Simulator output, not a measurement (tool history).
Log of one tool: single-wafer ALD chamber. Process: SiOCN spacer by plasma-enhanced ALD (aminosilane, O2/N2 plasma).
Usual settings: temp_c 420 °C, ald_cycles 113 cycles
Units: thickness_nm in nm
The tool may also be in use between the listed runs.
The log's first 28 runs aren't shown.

| run | day | temp_c | ald_cycles | read-back reference wafer on the same gauge, thickness_nm | thickness_nm |
|---|---|---|---|---|---|
| 29 | 13.362 | 434 | 125 | 5.967 | 7.271 |
| 30 | 14.092 | 420 | 113 | 5.961 | 6.926 |
| 31 | 14.567 | 435 | 113 | 5.960 | 6.569 |
| 32 | 14.888 | 420 | 113 | 5.952 | 6.938 |
| 33 | 15.150 | 408 | 113 | 5.957 | 7.211 |
| 34 | 15.733 | 430 | 133 | 5.945 | 7.866 |
| 35 | 16.400 | 420 | 106 | 5.943 | 6.496 |
| 36 | 16.912 | 420 | 113 | 5.943 | 6.906 |
|  | 17.638 | thermocouple changed; heater temperature recalibrated |
| 37 | 17.658 | 420 | 113 | 5.938 | 6.894 |
| 38 | 17.950 | 412 | 98 | 5.936 | 6.170 |
|  | 19.408 | gauge calibrated |
| 39 | 20.117 | 420 | 113 | 6.030 | 7.036 |
| 40 | 20.625 | 405 | 99 | 6.031 | 6.504 |
| 41 | 21.342 | 429 | 120 | 6.034 | 7.195 |
| 42 | 21.700 | 410 | 121 | 6.032 | 7.753 |
| 43 | 22.192 | 433 | 107 | 6.030 | 6.337 |
| 44 | 23.212 | 420 | 113 | 6.030 | 7.011 |
| 45 | 23.779 | 410 | 106 | 6.030 | 6.792 |
| 46 | 24.067 | 420 | 98 | 6.027 | 6.090 |
| 47 | 24.588 | 414 | 127 | 6.024 | 8.081 |

3 ways to go on from here, each from the tool as it stands after run 47. What would each give?
| A | 24.612 | 420 | 113 | ? | ? |
| B | 24.612 | 434 | 133 | ? | ? |
| C | 24.612 | 428 | 97 | ? | ? |

| run | read-back reference wafer on the same gauge, thickness_nm | thickness_nm |
|---|---|---|
| A | 6.027 | 7.054 |
| B | 6.027 | 7.880 |
| C | 6.027 | 5.879 |
Without the tool's hidden state the same runs would have given:
| run | thickness_nm |
|---|---|
| A | 7.058 |
| B | 7.884 |
| C | 5.882 |
